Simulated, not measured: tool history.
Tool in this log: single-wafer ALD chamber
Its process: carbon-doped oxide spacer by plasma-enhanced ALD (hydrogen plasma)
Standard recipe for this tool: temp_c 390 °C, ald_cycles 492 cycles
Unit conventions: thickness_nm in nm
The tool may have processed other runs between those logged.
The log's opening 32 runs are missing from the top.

run    hour  temp_c  ald_cycles  wafers since the last listed run  hours since the last thermocouple change  hours since the gauge calibration  read-back reference wafer on the same gauge, thickness_nm  thickness_nm
 33  1676.5     390         409                                41                                     794.1                              158.5                                                     22.901        21.188
 34  1703.5     378         543                                17                                     821.1                              185.5                                                     22.895        28.193
 35  1727.7     382         492                                15                                     845.3                              209.7                                                     22.892        25.477
 36  1798.7     381         531                                44                                     916.3                              280.7                                                     22.914        27.480
 37  1914.5     401         492                                73                                    1032.1                              396.5                                                     22.886        25.409
 38  1967.8     390         492                                33                                    1085.4                              449.8                                                     22.903        25.447
 39  2023.0     399         406                                34                                    1140.6                              505.0                                                     22.927        21.039
 40  2082.8     377         568                                37                                    1200.4                              564.8                                                     22.899        29.334
 41  2194.3     390         537                                70                                    1311.9                              676.3                                                     22.911        27.866
 42  2230.8     398         524                                23                                    1348.4                              712.8                                                     22.903        27.079
 43  2288.8     397         427                                36                                    1406.4                              770.8                                                     22.879        21.960
 44  2335.5     385         492                                29                                    1453.1                              817.5                                                     22.901        25.358
 45  2407.2     390         492                                45                                    1524.8                              889.2                                                     22.902        25.333
 46  2478.4     390         492                                45                                    1596.0                              960.4                                                     22.878        25.445
 47  2520.5     399         432                                26                                    1638.1                             1002.5                                                     22.894        22.303

Forecast each of these 3 alternatives for the next run:
  A  2521.7     390         541                                 0                                    1639.3                             1003.7                                                          ?             ?
  B  2521.7     390         416                                 0                                    1639.3                             1003.7                                                          ?             ?
  C  2521.7     404         492                                 0                                    1639.3                             1003.7                                                          ?             ?

run  read-back reference wafer on the same gauge, thickness_nm  thickness_nm
  A                                                     22.933        27.952
  B                                                     22.933        21.493
  C                                                     22.933        25.203
Without the tool's hidden state the same runs would have given:
run  thickness_nm
  A        27.952
  B        21.493
  C        25.203
